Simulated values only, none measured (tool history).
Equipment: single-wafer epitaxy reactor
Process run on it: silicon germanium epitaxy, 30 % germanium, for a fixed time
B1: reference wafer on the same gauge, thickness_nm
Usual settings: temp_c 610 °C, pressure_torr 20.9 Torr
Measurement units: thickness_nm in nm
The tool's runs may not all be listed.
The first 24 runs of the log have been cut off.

{"run": 25, "hour": 1316.0, "temp_c": 610, "pressure_torr": 20.9, "B1": 85.78, "thickness_nm": 78.066}
{"hour": 1331.1, "done": "capacitance manometer re-zeroed and calibrated"}
{"run": 26, "hour": 1372.6, "temp_c": 599, "pressure_torr": 26.1, "B1": 85.7, "thickness_nm": 67.665}
{"run": 27, "hour": 1432.4, "temp_c": 604, "pressure_torr": 18.4, "B1": 85.793, "thickness_nm": 66.572}
{"run": 28, "hour": 1459.2, "temp_c": 600, "pressure_torr": 23.6, "B1": 85.804, "thickness_nm": 66.432}
{"hour": 1472.8, "done": "showerhead replaced"}
{"run": 29, "hour": 1524.3, "temp_c": 610, "pressure_torr": 20.9, "B1": 85.883, "thickness_nm": 78.333}
{"run": 30, "hour": 1578.4, "temp_c": 606, "pressure_torr": 20.9, "B1": 85.804, "thickness_nm": 72.224}
{"run": 31, "hour": 1633.8, "temp_c": 610, "pressure_torr": 20.9, "B1": 85.806, "thickness_nm": 78.519}
{"run": 32, "hour": 1788.0, "temp_c": 625, "pressure_torr": 17.7, "B1": 85.787, "thickness_nm": 99.585}
{"run": 33, "hour": 1853.9, "temp_c": 610, "pressure_torr": 20.9, "B1": 85.873, "thickness_nm": 78.082}
{"run": 34, "hour": 1886.2, "temp_c": 610, "pressure_torr": 16.7, "B1": 85.77, "thickness_nm": 72.54}

Alternative continuations, all from the tool just after run 34; predict every row:
{"run": "A", "hour": 1886.6, "temp_c": 610, "pressure_torr": 20.9, "B1": "?", "thickness_nm": "?"}
{"run": "B", "hour": 1886.6, "temp_c": 597, "pressure_torr": 17.2, "B1": "?", "thickness_nm": "?"}
{"run": "C", "hour": 1886.6, "temp_c": 605, "pressure_torr": 20.9, "B1": "?", "thickness_nm": "?"}
{"run": "D", "hour": 1886.6, "temp_c": 610, "pressure_torr": 24.6, "B1": "?", "thickness_nm": "?"}
{"run": "E", "hour": 1886.6, "temp_c": 596, "pressure_torr": 24.7, "B1": "?", "thickness_nm": "?"}

run=A B1=85.848 thickness_nm=77.997
run=B B1=85.848 thickness_nm=55.947
run=C B1=85.848 thickness_nm=70.398
run=D B1=85.848 thickness_nm=82.356
run=E B1=85.848 thickness_nm=61.683
Stripped of hidden state, with their random variation kept, the same runs would have yielded:
run=A thickness_nm=78.425
run=B thickness_nm=56.264
run=C thickness_nm=70.789
run=D thickness_nm=82.807
run=E thickness_nm=62.034

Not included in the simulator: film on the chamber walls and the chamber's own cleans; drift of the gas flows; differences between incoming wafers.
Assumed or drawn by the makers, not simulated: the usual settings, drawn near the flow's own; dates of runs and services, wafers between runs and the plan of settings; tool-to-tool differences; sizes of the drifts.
